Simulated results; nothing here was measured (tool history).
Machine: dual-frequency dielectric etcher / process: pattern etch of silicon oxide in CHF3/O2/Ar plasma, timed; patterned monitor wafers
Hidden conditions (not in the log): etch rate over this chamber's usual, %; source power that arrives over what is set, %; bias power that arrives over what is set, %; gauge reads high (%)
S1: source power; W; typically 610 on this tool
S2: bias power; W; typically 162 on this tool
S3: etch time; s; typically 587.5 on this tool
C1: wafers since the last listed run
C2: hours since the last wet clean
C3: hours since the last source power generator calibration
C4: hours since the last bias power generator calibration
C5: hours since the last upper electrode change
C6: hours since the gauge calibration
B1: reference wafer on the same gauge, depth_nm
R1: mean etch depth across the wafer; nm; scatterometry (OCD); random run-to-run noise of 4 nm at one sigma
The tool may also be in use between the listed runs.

| run | hour | S1 | S2 | S3 | C1 | C2 | C3 | C4 | C5 | C6 | B1 | R1 |
|---|---|---|---|---|---|---|---|---|---|---|---|---|
| 1 | 0 | 660 | 162 | 623.5 | 0 | 495.7 | 3533.6 | 3953.7 | 2562.8 | 74.5 | 1229.8 | 1339.4 |
| 2 | 15.1 | 660 | 162 | 623.5 | 30 | 510.8 | 3548.7 | 3968.8 | 2577.9 | 89.6 | 1230.2 | 1333.1 |
| 3 | 29.1 | 610 | 180 | 587.5 | 27 | 524.8 | 3562.7 | 3982.8 | 2591.9 | 103.6 | 1229.8 | 1241.7 |
| 4 | 45.6 | 550 | 170 | 587.5 | 32 | 541.3 | 3579.2 | 3999.3 | 2608.4 | 120.1 | 1229.8 | 1151.1 |
| 5 | 56 | 550 | 170 | 587.5 | 20 | 551.7 | 3589.6 | 4009.7 | 2618.8 | 130.5 | 1230.5 | 1156.5 |
|  | 84.9 | wet clean of the chamber |
|  | 103.2 | upper electrode replaced |
| 6 | 103.7 | 610 | 162 | 587.5 | 10 | 18.8 | 3637.3 | 4057.4 | 0.5 | 178.2 | 1230.1 | 1158.8 |
| 7 | 104.2 | 610 | 162 | 587.5 | 0 | 19.3 | 3637.8 | 4057.9 | 1 | 178.7 | 1229.5 | 1149.3 |
| 8 | 104.7 | 570 | 162 | 587.5 | 0 | 19.8 | 3638.3 | 4058.4 | 1.5 | 179.2 | 1228.5 | 1102.6 |
| 9 | 105.1 | 570 | 162 | 587.5 | 0 | 20.2 | 3638.7 | 4058.8 | 1.9 | 179.6 | 1229.9 | 1104.2 |
| 10 | 105.8 | 610 | 162 | 587.5 | 1 | 20.9 | 3639.4 | 4059.5 | 2.6 | 180.3 | 1230.2 | 1161 |
| 11 | 114.3 | 700 | 191 | 587.5 | 16 | 29.4 | 3647.9 | 4068 | 11.1 | 188.8 | 1229 | 1341 |
|  | 121.6 | source power generator calibrated |
| 12 | 123.4 | 610 | 162 | 587.5 | 10 | 38.5 | 1.8 | 4077.1 | 20.2 | 197.9 | 1230.8 | 1154.3 |
|  | 126.1 | gauge calibrated |
| 13 | 139.5 | 670 | 131 | 711.5 | 32 | 54.6 | 17.9 | 4093.2 | 36.3 | 13.4 | 1230.6 | 1368.9 |
|  | 147.5 | bias power generator calibrated |
| 14 | 148.8 | 660 | 162 | 448.5 | 10 | 63.9 | 27.2 | 1.3 | 45.6 | 22.7 | 1230.7 | 925.8 |
| 15 | 162.3 | 610 | 162 | 587.5 | 26 | 77.4 | 40.7 | 14.8 | 59.1 | 36.2 | 1230.5 | 1165.6 |
| 16 | 173.2 | 610 | 162 | 587.5 | 21 | 88.3 | 51.6 | 25.7 | 70 | 47.1 | 1229.4 | 1163.7 |
| 17 | 190.6 | 650 | 162 | 711.5 | 34 | 105.7 | 69 | 43.1 | 87.4 | 64.5 | 1229.4 | 1466.4 |
| 18 | 197.1 | 610 | 185 | 587.5 | 12 | 112.2 | 75.5 | 49.6 | 93.9 | 71 | 1229.5 | 1231.8 |
| 19 | 206.1 | 610 | 162 | 696 | 17 | 121.2 | 84.5 | 58.6 | 102.9 | 80 | 1229.8 | 1386.6 |
| 20 | 217.2 | 730 | 162 | 693 | 22 | 132.3 | 95.6 | 69.7 | 114 | 91.1 | 1230.3 | 1529.3 |

Branching from run 20: 4 alternative next runs. What would each branch give?
| A | 217.8 | 610 | 198 | 587.5 | 1 | 132.9 | 96.2 | 70.3 | 114.6 | 91.7 | ? | ? |
| B | 217.8 | 610 | 133 | 645 | 1 | 132.9 | 96.2 | 70.3 | 114.6 | 91.7 | ? | ? |
| C | 217.8 | 740 | 152 | 424 | 1 | 132.9 | 96.2 | 70.3 | 114.6 | 91.7 | ? | ? |
| D | 217.8 | 490 | 136 | 476.5 | 1 | 132.9 | 96.2 | 70.3 | 114.6 | 91.7 | ? | ? |

| run | B1 | R1 |
|---|---|---|
| A | 1230.2 | 1264.8 |
| B | 1230.2 | 1193.4 |
| C | 1230.2 | 924.4 |
| D | 1230.2 | 767.6 |
With the hidden condition removed and each run's random variation left untouched, the same runs would have given:
| run | R1 |
|---|---|
| A | 1247.6 |
| B | 1177.1 |
| C | 911.8 |
| D | 757.2 |

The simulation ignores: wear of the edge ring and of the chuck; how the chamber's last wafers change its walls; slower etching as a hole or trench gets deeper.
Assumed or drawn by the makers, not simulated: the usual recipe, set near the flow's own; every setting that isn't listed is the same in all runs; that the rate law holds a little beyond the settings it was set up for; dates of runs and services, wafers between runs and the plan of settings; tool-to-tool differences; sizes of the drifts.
